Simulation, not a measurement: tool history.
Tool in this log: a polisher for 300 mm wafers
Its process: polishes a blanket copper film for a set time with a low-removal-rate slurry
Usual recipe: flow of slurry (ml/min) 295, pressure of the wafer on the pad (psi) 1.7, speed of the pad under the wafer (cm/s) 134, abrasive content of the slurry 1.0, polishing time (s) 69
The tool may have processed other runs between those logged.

run,hour,flow of slurry (ml/min),pressure of the wafer on the pad (psi),speed of the pad under the wafer (cm/s),abrasive content of the slurry,polishing time (s),wafers since the last listed run,wafers polished on this pad,hours since the slurry nozzle was cleaned,hours since the head pressure was calibrated,hours since the slurry blender was calibrated,"incoming thickness of the incoming film, nm",film removed (angstrom)
1,0.0,295,1.7,134,1.0,69,0,1285,261.8,616.8,246.1,1051.5,1625
# hour 18.0: worn pad replaced by a new one
2,29.6,295,1.7,134,1.0,69,268,121,291.4,646.4,275.7,1037.3,1602
3,50.1,295,1.7,134,1.0,69,214,336,311.9,666.9,296.2,1024.8,1592
# hour 56.6: slurry nozzle cleaned
4,90.5,235,1.7,134,1.0,69,412,749,33.9,707.3,336.6,1056.6,1662
5,118.3,235,1.7,134,1.0,69,291,1040,61.7,735.1,364.4,1030.6,1683
6,139.9,345,1.7,134,1.0,69,226,1266,83.3,756.7,386.0,1046.7,1709
# hour 163.1: worn pad replaced by a new one
7,174.5,295,1.7,134,1.0,69,320,119,117.9,791.3,420.6,1032.6,1680
8,189.7,295,1.7,134,1.0,69,159,279,133.1,806.5,435.8,1042.5,1720
9,219.1,295,1.7,134,1.0,69,308,587,162.5,835.9,465.2,1025.2,1680
10,233.6,295,1.7,134,0.9,69,151,739,177.0,850.4,479.7,1058.3,1608
# hour 271.4: slurry blender recalibrated
# hour 276.9: worn pad replaced by a new one
11,291.2,295,1.7,134,1.0,69,540,149,234.6,908.0,19.8,1027.7,1632
12,323.8,295,1.7,134,1.0,69,341,491,267.2,940.6,52.4,1041.6,1648

Run 13 comes next. What will it give?
13,338.8,295,1.7,134,1.0,69,157,648,282.2,955.6,67.4,1041.3,?

Run 13 measured film removed (angstrom) 1609.
Minus the tool's unlogged condition, the same run would have read film removed (angstrom) 1676.
